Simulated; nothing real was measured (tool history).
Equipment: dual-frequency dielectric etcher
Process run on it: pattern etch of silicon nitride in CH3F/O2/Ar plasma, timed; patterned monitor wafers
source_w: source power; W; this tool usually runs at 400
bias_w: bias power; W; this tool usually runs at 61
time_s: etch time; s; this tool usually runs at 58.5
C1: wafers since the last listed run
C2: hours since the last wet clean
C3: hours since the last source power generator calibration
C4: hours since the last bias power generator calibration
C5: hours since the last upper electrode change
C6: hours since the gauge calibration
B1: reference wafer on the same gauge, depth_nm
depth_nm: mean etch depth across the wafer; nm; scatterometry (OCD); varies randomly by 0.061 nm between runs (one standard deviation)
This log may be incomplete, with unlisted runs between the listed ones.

Run 1, hour 0.0: usual settings; C1 0; C2 121.7; C3 2413.0; C4 2455.7; C5 4444.8; C6 214.4; B1 39.00. Result: depth_nm 40.55 nm.
Run 2, hour 49.9: usual settings; C1 721; C2 171.6; C3 2462.9; C4 2505.6; C5 4494.7; C6 264.3; B1 38.99. Result: depth_nm 40.41 nm.
Run 3, hour 67.2: usual settings; C1 250; C2 188.9; C3 2480.2; C4 2522.9; C5 4512.0; C6 281.6; B1 39.01. Result: depth_nm 40.34 nm.
Run 4, hour 99.9: usual settings; C1 472; C2 221.6; C3 2512.9; C4 2555.6; C5 4544.7; C6 314.3; B1 38.99. Result: depth_nm 40.18 nm.
Run 5, hour 145.3: usual settings; C1 656; C2 267.0; C3 2558.3; C4 2601.0; C5 4590.1; C6 359.7; B1 39.03. Result: depth_nm 40.20 nm.
Run 6, hour 158.6: usual settings; C1 192; C2 280.3; C3 2571.6; C4 2614.3; C5 4603.4; C6 373.0; B1 39.01. Result: depth_nm 40.14 nm.
Run 7, hour 179.6: usual settings; C1 303; C2 301.3; C3 2592.6; C4 2635.3; C5 4624.4; C6 394.0; B1 39.00. Result: depth_nm 40.15 nm.
Run 8, hour 195.9: usual settings but bias_w 69 W, time_s 50.5 s; C1 235; C2 317.6; C3 2608.9; C4 2651.6; C5 4640.7; C6 410.3; B1 39.01. Result: depth_nm 35.77 nm.
Run 9, hour 208.7: usual settings but bias_w 69 W, time_s 50.5 s; C1 185; C2 330.4; C3 2621.7; C4 2664.4; C5 4653.5; C6 423.1; B1 39.01. Result: depth_nm 35.61 nm.
Run 10, hour 236.5: usual settings; C1 401; C2 358.2; C3 2649.5; C4 2692.2; C5 4681.3; C6 450.9; B1 38.99. Result: depth_nm 39.99 nm.
At hour 260.9: wet clean of the chamber.
Run 11, hour 271.8: usual settings; C1 163; C2 10.9; C3 2684.8; C4 2727.5; C5 4716.6; C6 486.2; B1 39.00. Result: depth_nm 40.52 nm.
Run 12, hour 288.3: usual settings but source_w 300 W; C1 238; C2 27.4; C3 2701.3; C4 2744.0; C5 4733.1; C6 502.7; B1 39.02. Result: depth_nm 36.55 nm.
Run 13, hour 301.4: usual settings but source_w 480 W, time_s 63.5 s; C1 189; C2 40.5; C3 2714.4; C4 2757.1; C5 4746.2; C6 515.8; B1 38.98. Result: depth_nm 47.04 nm.
Run 14, hour 327.7: usual settings but source_w 470 W, bias_w 56 W, time_s 54.0 s; C1 380; C2 66.8; C3 2740.7; C4 2783.4; C5 4772.5; C6 542.1; B1 38.98. Result: depth_nm 38.68 nm.
At hour 333.3: source power generator calibrated.
Run 15, hour 340.7: usual settings; C1 130; C2 79.8; C3 7.4; C4 2796.4; C5 4785.5; C6 555.1; B1 39.01. Result: depth_nm 40.28 nm.
Run 16, hour 367.7: usual settings but source_w 350 W, bias_w 57 W, time_s 54.0 s; C1 390; C2 106.8; C3 34.4; C4 2823.4; C5 4812.5; C6 582.1; B1 39.02. Result: depth_nm 34.93 nm.
At hour 384.4: bias power generator calibrated.
Run 17, hour 395.7: usual settings; C1 346; C2 134.8; C3 62.4; C4 11.3; C5 4840.5; C6 610.1; B1 38.99. Result: depth_nm 40.20 nm.
At hour 438.1: upper electrode replaced.
Run 18, hour 438.6: usual settings but bias_w 53 W, time_s 71.0 s; C1 273; C2 177.7; C3 105.3; C4 54.2; C5 0.5; C6 653.0; B1 38.98. Result: depth_nm 47.27 nm.
Run 19, hour 439.0: usual settings but source_w 360 W, bias_w 46 W; C1 5; C2 178.1; C3 105.7; C4 54.6; C5 0.9; C6 653.4; B1 39.02. Result: depth_nm 36.15 nm.
At hour 441.0: gauge calibrated.
Run 20, hour 473.9: usual settings but source_w 330 W, bias_w 73 W, time_s 51.0 s; C1 504; C2 213.0; C3 140.6; C4 89.5; C5 35.8; C6 32.9; B1 38.99. Result: depth_nm 34.20 nm.
Run 21, hour 580.1: usual settings but source_w 340 W, time_s 43.0 s; C1 1535; C2 319.2; C3 246.8; C4 195.7; C5 142.0; C6 139.1; B1 39.01. Result: depth_nm 27.63 nm.
Run 22, hour 610.2: usual settings but source_w 320 W, bias_w 50 W, time_s 68.0 s; C1 435; C2 349.3; C3 276.9; C4 225.8; C5 172.1; C6 169.2; B1 38.98. Result: depth_nm 40.75 nm.

Below are 3 alternative next runs, each starting from the tool's condition after run 22. Predict each:
Run A, hour 610.6: usual settings but bias_w 54 W; C1 5; C2 349.7; C3 277.3; C4 226.2; C5 172.5; C6 169.6; B1 ?. Result: depth_nm ?.
Run B, hour 610.6: usual settings but source_w 300 W, bias_w 56 W; C1 5; C2 349.7; C3 277.3; C4 226.2; C5 172.5; C6 169.6; B1 ?. Result: depth_nm ?.
Run C, hour 610.6: usual settings but source_w 480 W, bias_w 72 W, time_s 63.0 s; C1 5; C2 349.7; C3 277.3; C4 226.2; C5 172.5; C6 169.6; B1 ?. Result: depth_nm ?.

run     B1  depth_nm
  A  39.01     38.61
  B  39.01     35.11
  C  39.01     47.61
Take away the tool's hidden state, keep each run's random variation, and the runs would have read:
run  depth_nm
  A     39.43
  B     35.85
  C     48.61
